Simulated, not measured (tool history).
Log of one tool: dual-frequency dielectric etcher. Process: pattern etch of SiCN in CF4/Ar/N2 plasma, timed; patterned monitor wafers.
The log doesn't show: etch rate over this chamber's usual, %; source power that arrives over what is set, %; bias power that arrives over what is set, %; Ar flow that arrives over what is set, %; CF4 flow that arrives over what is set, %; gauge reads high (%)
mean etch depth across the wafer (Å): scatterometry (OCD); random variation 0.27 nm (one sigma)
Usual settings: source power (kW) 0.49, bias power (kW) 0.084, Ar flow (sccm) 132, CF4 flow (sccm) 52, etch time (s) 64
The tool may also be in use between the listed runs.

run    hour  source power (kW)  bias power (kW)  Ar flow (sccm)  CF4 flow (sccm)  etch time (s)  wafers since the last listed run  hours since the last wet clean  hours since the last source power generator calibration  hours since the last bias power generator calibration  hours since the last Ar flow controller change  hours since the last CF4 flow controller change  hours since the last upper electrode change  hours since the gauge calibration  read-back reference wafer on the same gauge, depth_nm  mean etch depth across the wafer (Å)
  1       0               0.49             0.08             132               52           72.5                                 0                           571.8                                                      0.5                                                 2845.6                                          2537.4                                           4467.7                                       3845.3                              557.3                                                   48.8                                   571
  2    55.9               0.49             0.08             132               52           72.5                               350                           627.7                                                     56.4                                                 2901.5                                          2593.3                                           4523.6                                       3901.2                              613.2                                                   48.6                                   576
  3    99.4               0.49            0.084             142               52             64                               272                           671.2                                                     99.9                                                   2945                                          2636.8                                           4567.1                                       3944.7                              656.7                                                   48.7                                   512
      155.2  -- wet clean of the chamber
      193.7  -- upper electrode replaced
  4   194.2               0.49            0.084             142               52             64                               293                              39                                                    194.7                                                 3039.8                                          2731.6                                           4661.9                                          0.5                              751.5                                                   48.6                                   506
  5   250.8               0.49            0.084             142               52             64                               354                            95.6                                                    251.3                                                 3096.4                                          2788.2                                           4718.5                                         57.1                              808.1                                                   48.5                                   507
  6     353               0.49            0.084             132               52             64                               640                           197.8                                                    353.5                                                 3198.6                                          2890.4                                           4820.7                                        159.3                              910.3                                                   48.4                                   514
  7   417.1               0.49            0.092             132               59           52.5                               401                           261.9                                                    417.6                                                 3262.7                                          2954.5                                           4884.8                                        223.4                              974.4                                                   48.4                                   444
      430.5  -- CF4 flow controller replaced
  8   486.9               0.49            0.104             132               45           50.5                               399                           331.7                                                    487.4                                                 3332.5                                          3024.3                                             56.4                                        293.2                             1044.2                                                   48.3                                   429
  9   557.2               0.56            0.094             146               52             64                               440                             402                                                    557.7                                                 3402.8                                          3094.6                                            126.7                                        363.5                             1114.5                                                   48.3                                   612
      573.7  -- Ar flow controller replaced
 10   644.2               0.37            0.095             132               60             64                               507                             489                                                    644.7                                                 3489.8                                            70.5                                            213.7                                        450.5                             1201.5                                                   48.2                                   410
      739.9  -- wet clean of the chamber
 11   748.8               0.49            0.084             155               63             59                               505                             8.9                                                    749.3                                                 3594.4                                           175.1                                            318.3                                        555.1                             1306.1                                                   48.3                                   477
 12   789.8               0.49            0.084             132               52             64                               256                            49.9                                                    790.3                                                 3635.4                                           216.1                                            359.3                                        596.1                             1347.1                                                   48.3                                   512
      888.2  -- bias power generator calibrated
 13   893.7               0.49            0.103             132               47             64                               626                           153.8                                                    894.2                                                    5.5                                             320                                            463.2                                          700                               1451                                                   48.2                                   545
 14   956.3               0.49            0.084             132               52             64                               392                           216.4                                                    956.8                                                   68.1                                           382.6                                            525.8                                        762.6                             1513.6                                                   48.2                                   512
     1000.3  -- gauge calibrated
 15  1060.5               0.49            0.103             132               47             64                               652                           320.6                                                     1061                                                  172.3                                           486.8                                              630                                        866.8                               60.2                                                   49.8                                   564
 16  1167.2               0.49            0.084             132               52             64                               668                           427.3                                                   1167.7                                                    279                                           593.5                                            736.7                                        973.5                              166.9                                                   49.4                                   525
 17  1236.1               0.46            0.084             132               52             64                               431                           496.2                                                   1236.6                                                  347.9                                           662.4                                            805.6                                       1042.4                              235.8                                                   49.3                                   493
 18  1327.5               0.53            0.084             132               52             45                               572                           587.6                                                     1328                                                  439.3                                           753.8                                              897                                       1133.8                              327.2                                                     49                                   395
     1414.5  -- wet clean of the chamber
 19    1415               0.49            0.084             132               41           47.5                               397                             0.5                                                   1415.5                                                  526.8                                           841.3                                            984.5                                       1221.3                              414.7                                                   48.9                                   364
 20  1469.3               0.49            0.076             149               52           50.5                               340                            54.8                                                   1469.8                                                  581.1                                           895.6                                           1038.8                                       1275.6                                469                                                   48.9                                   382
 21  1572.4               0.49            0.084             132               52             64                               646                           157.9                                                   1572.9                                                  684.2                                           998.7                                           1141.9                                       1378.7                              572.1                                                   48.7                                   515

The same runs without the tool's hidden state, with the same run-to-run variation:
run  mean etch depth across the wafer (Å)
  1                                   583
  2                                   589
  3                                   524
  4                                   519
  5                                   520
  6                                   528
  7                                   457
  8                                   442
  9                                   630
 10                                   423
 11                                   492
 12                                   529
 13                                   563
 14                                   529
 15                                   564
 16                                   529
 17                                   498
 18                                   400
 19                                   370
 20                                   390
 21                                   526
